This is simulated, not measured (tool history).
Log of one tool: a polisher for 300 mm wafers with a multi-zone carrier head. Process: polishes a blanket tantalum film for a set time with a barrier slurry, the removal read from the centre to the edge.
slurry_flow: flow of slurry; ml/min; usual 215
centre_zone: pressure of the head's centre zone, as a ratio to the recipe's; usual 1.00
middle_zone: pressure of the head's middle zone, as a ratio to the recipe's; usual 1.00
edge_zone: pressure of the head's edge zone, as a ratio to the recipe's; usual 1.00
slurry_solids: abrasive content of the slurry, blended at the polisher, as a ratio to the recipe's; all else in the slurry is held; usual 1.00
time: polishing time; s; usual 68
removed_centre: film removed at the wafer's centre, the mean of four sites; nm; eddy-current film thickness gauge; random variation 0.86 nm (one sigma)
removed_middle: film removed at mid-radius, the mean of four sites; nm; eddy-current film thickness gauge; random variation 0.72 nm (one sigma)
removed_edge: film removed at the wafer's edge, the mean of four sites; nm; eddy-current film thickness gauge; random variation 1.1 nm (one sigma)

run     day  slurry_flow  centre_zone  middle_zone  edge_zone  slurry_solids  time  incoming thickness of the incoming film, nm  removed_centre  removed_middle  removed_edge
  1   0.000          215         1.00         1.00       1.00           1.00    68                                        259.9            74.8            74.5          75.4
      0.967  -- worn pad replaced by a new one
  2   0.988          215         1.00         1.00       1.00           1.00    68                                        263.6            83.2            80.2          83.2
  3   1.592          215         1.00         1.00       1.00           1.00    68                                        259.2            82.0            80.0          82.5
  4   2.721          215         1.00         1.00       1.00           1.00    68                                        262.5            80.6            78.5          82.5
  5   3.712          265         1.00         1.12       0.95           1.25    68                                        256.9            87.5            92.5          87.4
  6   4.817          215         1.00         1.09       0.89           1.00    53                                        261.5            62.1            64.6          59.7
  7   5.850          215         1.00         1.00       1.00           1.00    68                                        259.3            79.1            76.5          76.9
  8   6.442          215         1.07         1.00       1.00           1.00    68                                        259.2            82.0            75.2          78.8
  9   7.033          215         1.05         1.00       0.89           1.00    68                                        256.9            81.2            75.4          76.4
 10   7.617          215         1.00         1.00       0.95           1.20    68                                        258.7            79.2            77.1          80.1
      7.917  -- worn pad replaced by a new one
      8.004  -- edge zone pressure recalibrated
 11   8.388          215         1.00         1.00       1.00           1.00    68                                        261.2            82.5            79.6          82.6
 12   9.158          215         1.00         1.00       1.00           1.00    68                                        255.0            82.3            80.7          83.0
 13   9.746          215         1.00         1.00       1.00           1.00    68                                        262.8            80.7            78.5          83.0
 14  10.288          215         1.00         1.00       1.00           1.00    68                                        260.6            81.4            77.5          81.7
 15  10.804          215         0.90         1.00       0.95           1.25    45                                        257.7            51.0            55.2          56.9
 16  12.158          285         0.95         1.00       1.00           0.85    81                                        261.1            85.3            88.1          90.1
 17  12.683          215         1.00         1.00       0.89           1.00    68                                        263.1            78.5            75.6          77.5
 18  13.404          215         1.00         1.00       1.09           1.20    68                                        261.3            83.2            80.0          85.0
 19  14.112          280         1.07         0.91       1.00           1.00    90                                        261.7           113.2            93.8         103.0
 20  14.738          215         1.00         1.00       1.00           1.00    78                                        263.9            86.9            84.8          85.9
     15.117  -- worn pad replaced by a new one
 21  15.817          215         1.00         1.00       1.00           1.00    68                                        259.5            85.3            79.4          82.7
 22  16.967          250         1.00         1.00       1.00           1.00    68                                        259.0            83.4            79.5          82.1

The tool's hidden state at each run:
slurry flow missing at the pad, %: 0 in every run
deviation of the edge zone's pressure from its setpoint, %: 0 in every run
H1: removal rate lost through wear of the pad, %
H2: deviation of the centre zone's pressure from its setpoint, %
run     H1    H2
  1   8.59  1.66
  2  0.259  1.87
  3   1.04     2
  4    2.5  2.24
  5   3.78  2.45
  6   5.21  2.68
  7   6.55   2.9
  8   7.31  3.03
  9   8.08  3.15
 10   8.83  3.28
 11  0.798  3.44
 12   1.79  3.61
 13   2.55  3.73
 14   3.26  3.85
 15   3.92  3.96
 16   5.67  4.24
 17   6.35  4.35
 18   7.29  4.51
 19    8.2  4.66
 20   9.01  4.79
 21   2.07  5.02
 22   3.56  5.27
